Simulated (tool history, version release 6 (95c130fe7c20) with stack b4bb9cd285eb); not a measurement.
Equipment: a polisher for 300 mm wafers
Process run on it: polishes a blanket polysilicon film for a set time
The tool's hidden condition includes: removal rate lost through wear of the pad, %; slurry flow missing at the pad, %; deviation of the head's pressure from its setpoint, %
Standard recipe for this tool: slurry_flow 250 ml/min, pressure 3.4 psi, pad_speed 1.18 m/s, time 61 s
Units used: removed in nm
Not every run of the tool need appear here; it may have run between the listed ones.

run    hour  slurry_flow  pressure  pad_speed  time  wafers since the last listed run  wafers polished on this pad  hours since the slurry nozzle was cleaned  hours since the head pressure was calibrated  incoming thickness of the incoming film, nm  removed
  1       0          250       2.5       1.18    61                                 0                          199                                      159.6                                         165.8                                       2019.8    622.3
  2    46.3          250       3.4       1.18    61                               401                          600                                      205.9                                         212.1                                       2020.8    810.3
  3   123.8          250       3.4       1.18    61                               671                         1272                                      283.4                                         289.6                                       2016.8      773
  4   212.1          250       3.4       1.18    61                               764                         2037                                      371.7                                         377.9                                       2033.4    759.9
      223.4  -- slurry nozzle cleaned
  5   286.3          250       3.4       1.18    61                               634                         2671                                       62.9                                         452.1                                       2004.1    727.8
  6   326.6          250       3.4       1.18    61                               349                         3020                                      103.2                                         492.4                                       2021.6    725.1
      353.2  -- worn pad replaced by a new one
  7   562.6          250       3.4       1.18    61                              2009                         1813                                      339.2                                         728.4                                       2042.9    740.6
  8   604.1          250       3.4       0.94    65                               359                         2173                                      380.7                                         769.9                                         2029    614.3
  9   647.5          250       3.4       0.94    65                               375                         2549                                      424.1                                         813.3                                       2015.1    606.3
      663.4  -- slurry nozzle cleaned
        690  -- worn pad replaced by a new one
 10   740.6          250       3.4       0.94    65                               763                          438                                       77.2                                         906.4                                       2044.2    626.9
 11   820.2          250       3.4       1.18    61                               689                         1128                                      156.8                                           986                                         1999    726.9
      849.7  -- head pressure recalibrated
 12   913.2          250       3.4       0.94    65                               788                         1916                                      249.8                                          63.5                                       2018.6    650.6
 13  1009.4          290         4       0.86    61                               833                         2749                                        346                                         159.7                                       2035.4    663.7
     1087.1  -- worn pad replaced by a new one
     1098.1  -- slurry nozzle cleaned
 14    1109          165       3.4       1.56    44                               819                          181                                       10.9                                         259.3                                       2021.2    777.6
 15  1214.5          250       4.4       1.18    61                               913                         1094                                      116.4                                         364.8                                       2025.9   1050.4
 16  1288.2          250       2.6       1.18    61                               638                         1733                                      190.1                                         438.5                                       2016.7    581.8
 17  1371.5          250       3.4       0.94    65                               721                         2454                                      273.4                                         521.8                                       2019.8      651
     1405.6  -- worn pad replaced by a new one
 18  1432.3          250       4.4       1.18    61                               492                          231                                      334.2                                         582.6                                       2031.5   1060.8
 19  1534.4          290         4       0.86    61                               884                         1115                                      436.3                                         684.7                                         2034    661.8
     1552.1  -- slurry nozzle cleaned
 20  1588.8          250       3.4        1.5    76                               462                         1578                                       36.7                                         739.1                                       2024.5   1157.6
 21  1667.1          215       3.4       1.18    61                               678                         2256                                        115                                         817.4                                       2007.7    730.7
 22  1713.4          205       4.5       1.52    71                               401                         2657                                      161.3                                         863.7                                       1981.1   1407.4
       1746  -- worn pad replaced by a new one
 23  1767.5          310       4.4       1.18    76                               433                          185                                      215.4                                         917.8                                       2040.6   1295.9

Consider 3 possible next runs. They are alternatives, not a sequence: every one starts from the tool as it was left by run 23. What does each give?
  A  1767.9          250       3.4       1.18    61                                 3                          189                                      215.8                                         918.2                                       2015.4        ?
  B  1767.9          250       2.8       1.18    61                                 3                          189                                      215.8                                         918.2                                       2015.4        ?
  C  1767.9          170         3       0.96    49                                 3                          189                                      215.8                                         918.2                                       2015.4        ?

run  removed
  A    769.5
  B    633.7
  C    419.1
What these runs would have given with no unlogged condition in the tool:
run  removed
  A    870.4
  B    716.8
  C    474.1

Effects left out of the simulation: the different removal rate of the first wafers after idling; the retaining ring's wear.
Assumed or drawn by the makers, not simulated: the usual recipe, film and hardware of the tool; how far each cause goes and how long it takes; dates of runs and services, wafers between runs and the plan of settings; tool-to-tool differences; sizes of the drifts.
